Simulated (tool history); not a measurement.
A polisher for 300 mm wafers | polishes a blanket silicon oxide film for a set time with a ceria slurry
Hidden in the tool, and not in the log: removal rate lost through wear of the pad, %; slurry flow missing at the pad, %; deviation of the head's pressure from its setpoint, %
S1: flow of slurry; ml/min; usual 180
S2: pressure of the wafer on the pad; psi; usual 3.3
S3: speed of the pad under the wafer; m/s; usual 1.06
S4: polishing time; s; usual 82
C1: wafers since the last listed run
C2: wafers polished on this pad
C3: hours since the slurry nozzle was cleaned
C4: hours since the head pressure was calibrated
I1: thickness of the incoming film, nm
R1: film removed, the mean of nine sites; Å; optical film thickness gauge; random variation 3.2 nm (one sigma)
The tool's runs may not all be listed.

run	hour	S1	S2	S3	S4	C1	C2	C3	C4	I1	R1
1	0.0	205	3.3	0.94	82	0	99	365.5	294.9	1846.1	3297
2	49.0	180	3.3	1.06	82	526	626	414.5	343.9	1854.1	3628
3	93.5	180	3.3	1.06	82	477	1104	459.0	388.4	1879.7	3500
4	117.9	180	3.3	1.06	82	262	1366	483.4	412.8	1850.5	3548
# hour 125.0: worn pad replaced by a new one
5	173.2	180	3.3	1.06	82	550	517	538.7	468.1	1871.7	3678
6	228.0	180	2.5	1.06	82	588	1106	593.5	522.9	1891.6	2651
7	265.4	180	2.5	1.06	82	401	1507	630.9	560.3	1862.7	2667
# hour 295.9: worn pad replaced by a new one, of another model than before
8	296.4	180	2.5	1.06	82	289	5	661.9	591.3	1842.9	3213
9	327.4	180	3.3	1.06	82	332	338	692.9	622.3	1854.6	3701
# hour 330.4: slurry nozzle cleaned
10	356.3	120	3.3	1.20	92	299	638	25.9	651.2	1879.4	4233
11	391.2	205	3.9	1.20	105	374	1013	60.8	686.1	1889.2	5651
12	428.2	180	4.1	1.42	82	397	1410	97.8	723.1	1893.4	4851
# hour 440.8: worn pad replaced by a new one
# hour 471.9: head pressure recalibrated
13	472.4	150	3.3	0.86	82	410	317	142.0	0.5	1888.0	3100
14	512.0	180	3.3	1.06	82	425	742	181.6	40.1	1892.2	3595

Run 15 comes next. What will it give?
15	559.7	180	3.3	1.06	82	512	1254	229.3	87.8	1882.9	?

R1: 3490 Å
Without the tool's hidden state the same run would have given R1 3738 Å.
